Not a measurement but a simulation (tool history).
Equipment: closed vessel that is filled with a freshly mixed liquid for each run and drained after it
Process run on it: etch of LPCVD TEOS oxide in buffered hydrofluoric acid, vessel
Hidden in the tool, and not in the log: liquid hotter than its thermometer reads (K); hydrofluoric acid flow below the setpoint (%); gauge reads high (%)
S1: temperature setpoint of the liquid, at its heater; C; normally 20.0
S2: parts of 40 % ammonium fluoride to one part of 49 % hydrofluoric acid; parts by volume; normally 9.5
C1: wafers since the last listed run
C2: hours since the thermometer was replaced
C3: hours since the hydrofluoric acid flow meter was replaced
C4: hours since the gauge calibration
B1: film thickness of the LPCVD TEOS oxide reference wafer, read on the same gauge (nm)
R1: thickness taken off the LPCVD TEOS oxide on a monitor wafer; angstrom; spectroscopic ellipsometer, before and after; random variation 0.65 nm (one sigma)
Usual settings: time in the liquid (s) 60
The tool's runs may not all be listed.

run 1 hour=0.0 | S1=20.0 S2=9.5 time_in_the_liquid_(s)=60 | C1=0 C2=2820.3 C3=584.3 C4=223.9 | B1=99.99 | R1=1714.9
run 2 hour=20.0 | S1=20.0 S2=9.5 time_in_the_liquid_(s)=60 | C1=1875 C2=2840.3 C3=604.3 C4=243.9 | B1=100.01 | R1=1705.1
run 3 hour=50.5 | S1=20.0 S2=9.5 time_in_the_liquid_(s)=60 | C1=2859 C2=2870.8 C3=634.8 C4=274.4 | B1=99.98 | R1=1718.1
run 4 hour=83.1 | S1=20.0 S2=9.5 time_in_the_liquid_(s)=60 | C1=3056 C2=2903.4 C3=667.4 C4=307.0 | B1=99.99 | R1=1713.7
run 5 hour=107.7 | S1=20.0 S2=9.5 time_in_the_liquid_(s)=60 | C1=2306 C2=2928.0 C3=692.0 C4=331.6 | B1=100.00 | R1=1706.6
run 6 hour=147.2 | S1=20.0 S2=12.5 time_in_the_liquid_(s)=60 | C1=3703 C2=2967.5 C3=731.5 C4=371.1 | B1=100.01 | R1=1305.5
run 7 hour=181.1 | S1=20.0 S2=12.5 time_in_the_liquid_(s)=60 | C1=3178 C2=3001.4 C3=765.4 C4=405.0 | B1=99.96 | R1=1299.6
run 8 hour=211.4 | S1=20.0 S2=12.5 time_in_the_liquid_(s)=60 | C1=2840 C2=3031.7 C3=795.7 C4=435.3 | B1=100.00 | R1=1286.5
run 9 hour=244.1 | S1=24.0 S2=10.5 time_in_the_liquid_(s)=30 | C1=3065 C2=3064.4 C3=828.4 C4=468.0 | B1=100.02 | R1=948.8
run 10 hour=256.1 | S1=17.0 S2=6.5 time_in_the_liquid_(s)=50 | C1=1125 C2=3076.4 C3=840.4 C4=480.0 | B1=99.98 | R1=1688.2
-- hour=259.1 thermometer replaced
-- hour=277.3 hydrofluoric acid flow meter replaced
-- hour=278.0 gauge calibrated
run 11 hour=288.6 | S1=20.0 S2=9.5 time_in_the_liquid_(s)=45 | C1=2859 C2=29.5 C3=11.3 C4=10.6 | B1=100.01 | R1=1196.4
run 12 hour=309.6 | S1=18.5 S2=13.0 time_in_the_liquid_(s)=60 | C1=1968 C2=50.5 C3=32.3 C4=31.6 | B1=100.02 | R1=1100.1
run 13 hour=329.2 | S1=20.0 S2=9.5 time_in_the_liquid_(s)=60 | C1=1837 C2=70.1 C3=51.9 C4=51.2 | B1=100.01 | R1=1585.9
run 14 hour=364.7 | S1=24.5 S2=13.0 time_in_the_liquid_(s)=40 | C1=3328 C2=105.6 C3=87.4 C4=86.7 | B1=99.99 | R1=1007.7
run 15 hour=394.6 | S1=20.0 S2=7.5 time_in_the_liquid_(s)=60 | C1=2803 C2=135.5 C3=117.3 C4=116.6 | B1=100.01 | R1=1982.8
run 16 hour=427.4 | S1=24.5 S2=9.5 time_in_the_liquid_(s)=60 | C1=3075 C2=168.3 C3=150.1 C4=149.4 | B1=100.01 | R1=2020.4

5 options for the next run, each taken on its own from the tool as it stands now. Forecast them:
run A hour=428.1 | S1=20.0 S2=9.5 time_in_the_liquid_(s)=60 | C1=65 C2=169.0 C3=150.8 C4=150.1 | B1=? | R1=?
run B hour=428.1 | S1=21.5 S2=11.5 time_in_the_liquid_(s)=45 | C1=65 C2=169.0 C3=150.8 C4=150.1 | B1=? | R1=?
run C hour=428.1 | S1=17.0 S2=8.0 time_in_the_liquid_(s)=70 | C1=65 C2=169.0 C3=150.8 C4=150.1 | B1=? | R1=?
run D hour=428.1 | S1=22.5 S2=11.5 time_in_the_liquid_(s)=80 | C1=65 C2=169.0 C3=150.8 C4=150.1 | B1=? | R1=?
run E hour=428.1 | S1=24.5 S2=9.5 time_in_the_liquid_(s)=85 | C1=65 C2=169.0 C3=150.8 C4=150.1 | B1=? | R1=?

run=A B1=100.00 R1=1590.5
run=B B1=100.00 R1=1086.2
run=C B1=100.00 R1=1822.2
run=D B1=100.00 R1=2040.4
run=E B1=100.00 R1=2885.4
With the hidden condition removed and each run's random variation left untouched, the same runs would have given:
run=A R1=1568.6
run=B R1=1080.6
run=C R1=1816.0
run=D R1=2030.2
run=E R1=2848.1
